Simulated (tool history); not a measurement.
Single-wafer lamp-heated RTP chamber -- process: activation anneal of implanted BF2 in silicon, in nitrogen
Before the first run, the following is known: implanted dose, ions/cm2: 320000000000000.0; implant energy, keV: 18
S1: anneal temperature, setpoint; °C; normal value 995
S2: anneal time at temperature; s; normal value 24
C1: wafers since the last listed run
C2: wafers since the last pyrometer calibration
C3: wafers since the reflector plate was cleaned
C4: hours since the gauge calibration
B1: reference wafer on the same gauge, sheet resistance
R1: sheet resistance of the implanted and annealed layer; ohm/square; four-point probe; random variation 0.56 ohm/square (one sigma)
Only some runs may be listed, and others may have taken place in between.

| run | hour | S1 | S2 | C1 | C2 | C3 | C4 | B1 | R1 |
|---|---|---|---|---|---|---|---|---|---|
| 1 | 0.0 | 995 | 24 | 0 | 1245 | 6037 | 7.3 | 323.87 | 371.98 |
| 2 | 99.3 | 995 | 24 | 926 | 2171 | 6963 | 106.6 | 323.95 | 372.28 |
| 3 | 203.7 | 995 | 24 | 973 | 3145 | 7937 | 211.0 | 324.02 | 372.13 |
| 4 | 296.9 | 995 | 24 | 869 | 4014 | 8806 | 304.2 | 324.08 | 371.62 |
|  | 333.6 | reflector plate cleaned |
|  | 348.0 | pyrometer window cleaned and pyrometer calibrated |
| 5 | 367.7 | 995 | 24 | 511 | 183 | 243 | 375.0 | 324.13 | 373.05 |
| 6 | 448.6 | 995 | 24 | 754 | 938 | 997 | 455.9 | 324.06 | 372.72 |
| 7 | 501.7 | 995 | 24 | 495 | 1433 | 1492 | 509.0 | 324.03 | 373.09 |
| 8 | 559.4 | 995 | 34 | 538 | 1971 | 2030 | 566.7 | 323.95 | 370.59 |
| 9 | 652.3 | 995 | 34 | 866 | 2837 | 2897 | 659.6 | 324.02 | 370.47 |
| 10 | 721.0 | 995 | 24 | 640 | 3478 | 3538 | 728.3 | 323.91 | 372.17 |
|  | 754.1 | pyrometer window cleaned and pyrometer calibrated |
| 11 | 777.5 | 995 | 24 | 452 | 218 | 3990 | 784.8 | 324.08 | 373.61 |
| 12 | 864.6 | 995 | 24 | 812 | 1030 | 4802 | 871.9 | 323.96 | 373.65 |
| 13 | 956.5 | 995 | 24 | 857 | 1887 | 5659 | 963.8 | 324.07 | 372.66 |
| 14 | 1035.0 | 995 | 24 | 732 | 2619 | 6391 | 1042.3 | 323.93 | 373.00 |
| 15 | 1089.0 | 975 | 21 | 503 | 3123 | 6895 | 1096.3 | 323.88 | 379.04 |
| 16 | 1142.0 | 975 | 21 | 494 | 3617 | 7389 | 1149.3 | 323.84 | 377.76 |
| 17 | 1222.5 | 995 | 12 | 750 | 4368 | 8140 | 1229.8 | 324.00 | 375.13 |
|  | 1238.2 | reflector plate cleaned |
|  | 1264.5 | pyrometer window cleaned and pyrometer calibrated |
| 18 | 1329.3 | 995 | 24 | 846 | 604 | 775 | 1336.6 | 324.07 | 373.14 |
| 19 | 1430.3 | 995 | 35 | 941 | 1546 | 1717 | 1437.6 | 324.05 | 371.03 |
| 20 | 1489.5 | 995 | 17 | 552 | 2098 | 2269 | 1496.8 | 324.09 | 375.46 |
| 21 | 1575.6 | 1018 | 32 | 802 | 2901 | 3072 | 1582.9 | 323.96 | 366.28 |
| 22 | 1618.8 | 968 | 24 | 402 | 3304 | 3474 | 1626.1 | 323.99 | 381.82 |
|  | 1675.5 | pyrometer window cleaned and pyrometer calibrated |
| 23 | 1676.0 | 995 | 35 | 458 | 4 | 3933 | 1683.3 | 323.95 | 372.20 |
| 24 | 1707.2 | 995 | 24 | 290 | 295 | 4224 | 1714.5 | 323.85 | 372.86 |
|  | 1710.9 | gauge calibrated |
| 25 | 1767.3 | 1013 | 24 | 560 | 855 | 4785 | 56.4 | 324.12 | 370.37 |
| 26 | 1805.3 | 971 | 36 | 354 | 1210 | 5139 | 94.4 | 324.02 | 382.00 |
| 27 | 1849.0 | 995 | 16 | 407 | 1617 | 5547 | 138.1 | 323.93 | 375.04 |
| 28 | 1903.0 | 1024 | 17 | 503 | 2121 | 6050 | 192.1 | 324.02 | 371.94 |

The next listed run, before its measurement:
| 29 | 1983.7 | 995 | 24 | 752 | 2874 | 6803 | 272.8 | ? | ? |

B1: 323.92
R1: 373.37 ohm/square
With no hidden state in the tool, this same run would have given R1 374.68 ohm/square.
